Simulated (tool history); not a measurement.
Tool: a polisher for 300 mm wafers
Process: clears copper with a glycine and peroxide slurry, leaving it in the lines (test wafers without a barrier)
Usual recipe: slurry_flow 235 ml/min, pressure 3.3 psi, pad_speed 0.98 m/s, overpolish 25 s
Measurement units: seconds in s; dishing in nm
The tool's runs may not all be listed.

run	hour	slurry_flow	pressure	pad_speed	overpolish	wafers since the last listed run	wafers polished on this pad	hours since the slurry nozzle was cleaned	hours since the head pressure was calibrated	incoming thickness of the incoming film, nm	seconds	dishing
1	0.0	235	3.3	0.98	25	0	1132	39.0	271.8	668.4	85.6	95.5
# hour 2.3: worn pad replaced by a new one
2	17.6	235	3.3	0.98	25	122	122	56.6	289.4	693.6	88.7	94.6
3	33.6	235	3.3	0.98	25	128	251	72.6	305.4	695.0	86.9	96.8
4	55.9	280	3.3	0.98	25	178	429	94.9	327.7	687.7	85.4	97.4
5	70.6	235	3.9	0.98	25	117	547	109.6	342.4	673.6	77.0	109.2
6	101.7	235	3.9	0.98	25	249	796	140.7	373.5	679.3	76.3	102.4
# hour 118.7: worn pad replaced by a new one
7	121.8	235	3.9	0.98	25	128	24	160.8	393.6	672.2	73.6	100.6
8	146.6	235	2.4	0.98	16	198	223	185.6	418.4	673.8	111.5	54.8
9	173.2	235	2.4	0.98	16	213	436	212.2	445.0	675.2	114.7	55.9
10	206.6	235	3.3	1.16	29	267	703	245.6	478.4	680.1	73.8	111.8
# hour 216.6: slurry nozzle cleaned
11	236.9	235	3.3	1.16	29	234	938	20.3	508.7	688.3	78.9	109.2
# hour 256.1: worn pad replaced by a new one
12	256.6	235	3.3	1.16	29	125	3	40.0	528.4	669.3	78.9	109.6
13	271.4	235	3.3	0.98	25	118	122	54.8	543.2	682.3	89.9	93.3
14	287.2	235	3.3	0.98	25	126	248	70.6	559.0	684.6	91.4	92.8
15	316.2	235	3.3	0.98	25	232	481	99.6	588.0	675.4	87.6	96.1
16	329.6	200	4.0	0.88	32	107	588	113.0	601.4	671.0	82.7	111.7
17	353.9	235	3.3	1.32	25	194	783	137.3	625.7	672.9	70.0	104.7
# hour 363.7: head pressure recalibrated
# hour 382.5: worn pad replaced by a new one
18	385.8	235	3.3	0.98	25	207	26	169.2	22.1	678.7	81.4	96.3
19	398.5	265	4.3	1.14	35	101	128	181.9	34.8	684.5	58.0	145.3
20	428.2	235	3.3	0.98	25	237	366	211.6	64.5	677.8	81.5	99.4
21	442.3	265	2.7	0.86	36	112	479	225.7	78.6	681.1	110.2	104.2
22	458.1	175	4.3	1.26	19	126	605	241.5	94.4	684.4	54.4	110.2
# hour 491.5: slurry nozzle cleaned
23	492.0	205	3.3	0.98	25	263	869	0.5	128.3	673.0	84.0	97.4
24	508.8	235	3.3	1.16	29	134	1003	17.3	145.1	674.5	70.8	115.8
# hour 523.5: worn pad replaced by a new one
25	537.6	165	3.7	0.98	25	198	112	46.1	173.9	669.4	78.9	102.0
26	554.3	235	3.3	0.74	12	133	246	62.8	190.6	667.3	103.9	48.6
27	581.9	235	3.3	1.28	18	221	467	90.4	218.2	686.1	68.9	88.6
28	612.0	305	3.3	0.98	33	241	708	120.5	248.3	676.0	85.1	114.4
29	629.9	235	3.3	0.98	35	143	852	138.4	266.2	672.7	83.7	116.7
# hour 640.6: worn pad replaced by a new one
30	650.2	235	3.3	0.98	25	130	76	158.7	286.5	683.2	85.7	92.0
31	669.2	235	3.3	0.98	25	152	228	177.7	305.5	686.9	87.1	98.6

Below are 3 alternative next runs, each starting from the tool's condition after run 31. Predict each:
A	669.7	235	3.3	0.98	25	4	232	178.2	306.0	676.7	?	?
B	669.7	165	3.3	0.98	25	4	232	178.2	306.0	676.7	?	?
C	669.7	235	4.5	0.98	11	4	232	178.2	306.0	676.7	?	?

run	seconds	dishing
A	86.3	97.5
B	88.4	96.0
C	66.1	67.4
With no hidden state in the tool, these same runs would have given:
run	seconds	dishing
A	82.8	100.4
B	84.9	98.9
C	63.4	69.8
